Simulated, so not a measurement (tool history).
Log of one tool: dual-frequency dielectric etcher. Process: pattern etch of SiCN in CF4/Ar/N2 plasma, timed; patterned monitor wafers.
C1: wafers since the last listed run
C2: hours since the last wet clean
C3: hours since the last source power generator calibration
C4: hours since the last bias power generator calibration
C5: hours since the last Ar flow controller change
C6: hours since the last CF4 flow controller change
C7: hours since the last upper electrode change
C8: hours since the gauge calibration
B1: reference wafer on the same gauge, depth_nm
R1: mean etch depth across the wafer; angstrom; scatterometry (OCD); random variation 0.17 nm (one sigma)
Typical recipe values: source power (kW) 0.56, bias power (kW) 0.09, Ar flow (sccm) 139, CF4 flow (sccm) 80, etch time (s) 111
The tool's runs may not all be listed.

Run 1, hour 0: usual settings; C1 0; C2 334.9; C3 3007.9; C4 1932.7; C5 4530.6; C6 2093.7; C7 3056.4; C8 81.2; B1 90. Result: R1 1116 angstrom.
Run 2, hour 15.8: usual settings; C1 179; C2 350.7; C3 3023.7; C4 1948.5; C5 4546.4; C6 2109.5; C7 3072.2; C8 97; B1 90. Result: R1 1119 angstrom.
Run 3, hour 26.2: usual settings; C1 118; C2 361.1; C3 3034.1; C4 1958.9; C5 4556.8; C6 2119.9; C7 3082.6; C8 107.4; B1 90. Result: R1 1116 angstrom.
Run 4, hour 33.7: usual settings but Ar flow (sccm) 121, etch time (s) 89.5; C1 85; C2 368.6; C3 3041.6; C4 1966.4; C5 4564.3; C6 2127.4; C7 3090.1; C8 114.9; B1 90. Result: R1 921 angstrom.
Run 5, hour 40.5: usual settings but Ar flow (sccm) 121, etch time (s) 89.5; C1 77; C2 375.4; C3 3048.4; C4 1973.2; C5 4571.1; C6 2134.2; C7 3096.9; C8 121.7; B1 90. Result: R1 921 angstrom.
Run 6, hour 54.9: usual settings but Ar flow (sccm) 121, etch time (s) 89.5; C1 163; C2 389.8; C3 3062.8; C4 1987.6; C5 4585.5; C6 2148.6; C7 3111.3; C8 136.1; B1 90. Result: R1 921 angstrom.
Run 7, hour 67.4: usual settings; C1 142; C2 402.3; C3 3075.3; C4 2000.1; C5 4598; C6 2161.1; C7 3123.8; C8 148.6; B1 90. Result: R1 1119 angstrom.
Run 8, hour 77.7: usual settings; C1 117; C2 412.6; C3 3085.6; C4 2010.4; C5 4608.3; C6 2171.4; C7 3134.1; C8 158.9; B1 90. Result: R1 1120 angstrom.
At hour 116.6: wet clean of the chamber.
At hour 116.7: Ar flow controller replaced.
At hour 131.6: upper electrode replaced.
At hour 135.2: source power generator calibrated.
Run 9, hour 135.7: usual settings; C1 175; C2 19.1; C3 0.5; C4 2068.4; C5 19; C6 2229.4; C7 4.1; C8 216.9; B1 90. Result: R1 1104 angstrom.
Run 10, hour 136: usual settings but Ar flow (sccm) 154, etch time (s) 97.5; C1 3; C2 19.4; C3 0.8; C4 2068.7; C5 19.3; C6 2229.7; C7 4.4; C8 217.2; B1 90. Result: R1 954 angstrom.
Run 11, hour 136.4: usual settings but source power (kW) 0.66, bias power (kW) 0.1, CF4 flow (sccm) 62, etch time (s) 144; C1 4; C2 19.8; C3 1.2; C4 2069.1; C5 19.7; C6 2230.1; C7 4.8; C8 217.6; B1 90. Result: R1 1606 angstrom.
Run 12, hour 136.7: usual settings but source power (kW) 0.61, bias power (kW) 0.105, Ar flow (sccm) 162, etch time (s) 99.5; C1 3; C2 20.1; C3 1.5; C4 2069.4; C5 20; C6 2230.4; C7 5.1; C8 217.9; B1 90. Result: R1 1076 angstrom.
At hour 147: CF4 flow controller replaced.
At hour 148.2: bias power generator calibrated.
Run 13, hour 148.8: usual settings; C1 55; C2 32.2; C3 13.6; C4 0.6; C5 32.1; C6 1.8; C7 17.2; C8 230; B1 90. Result: R1 1105 angstrom.
At hour 156.4: gauge calibrated.
Run 14, hour 161.9: usual settings but source power (kW) 0.6, CF4 flow (sccm) 95, etch time (s) 87; C1 148; C2 45.3; C3 26.7; C4 13.7; C5 45.2; C6 14.9; C7 30.3; C8 5.5; B1 90. Result: R1 939 angstrom.
Run 15, hour 176.9: usual settings but bias power (kW) 0.074, etch time (s) 80; C1 170; C2 60.3; C3 41.7; C4 28.7; C5 60.2; C6 29.9; C7 45.3; C8 20.5; B1 90. Result: R1 760 angstrom.
Run 16, hour 190.4: usual settings but source power (kW) 0.67, bias power (kW) 0.073, Ar flow (sccm) 157, etch time (s) 98; C1 153; C2 73.8; C3 55.2; C4 42.2; C5 73.7; C6 43.4; C7 58.8; C8 34; B1 90. Result: R1 1043 angstrom.
Run 17, hour 217.6: usual settings but Ar flow (sccm) 170, CF4 flow (sccm) 72, etch time (s) 125; C1 309; C2 101; C3 82.4; C4 69.4; C5 100.9; C6 70.6; C7 86; C8 61.2; B1 90.1. Result: R1 1184 angstrom.

4 options for the next run, each taken on its own from the tool as it stands now. Forecast them:
Run A, hour 218: usual settings; C1 4; C2 101.4; C3 82.8; C4 69.8; C5 101.3; C6 71; C7 86.4; C8 61.6; B1 ?. Result: R1 ?.
Run B, hour 218: usual settings but etch time (s) 101.5; C1 4; C2 101.4; C3 82.8; C4 69.8; C5 101.3; C6 71; C7 86.4; C8 61.6; B1 ?. Result: R1 ?.
Run C, hour 218: usual settings but source power (kW) 0.43; C1 4; C2 101.4; C3 82.8; C4 69.8; C5 101.3; C6 71; C7 86.4; C8 61.6; B1 ?. Result: R1 ?.
Run D, hour 218: usual settings but etch time (s) 140.5; C1 4; C2 101.4; C3 82.8; C4 69.8; C5 101.3; C6 71; C7 86.4; C8 61.6; B1 ?. Result: R1 ?.

run  B1    R1
  A  90  1108
  B  90  1013
  C  90   910
  D  90  1402
What these runs would have given with no unlogged condition in the tool:
run    R1
  A  1102
  B  1008
  C   905
  D  1395
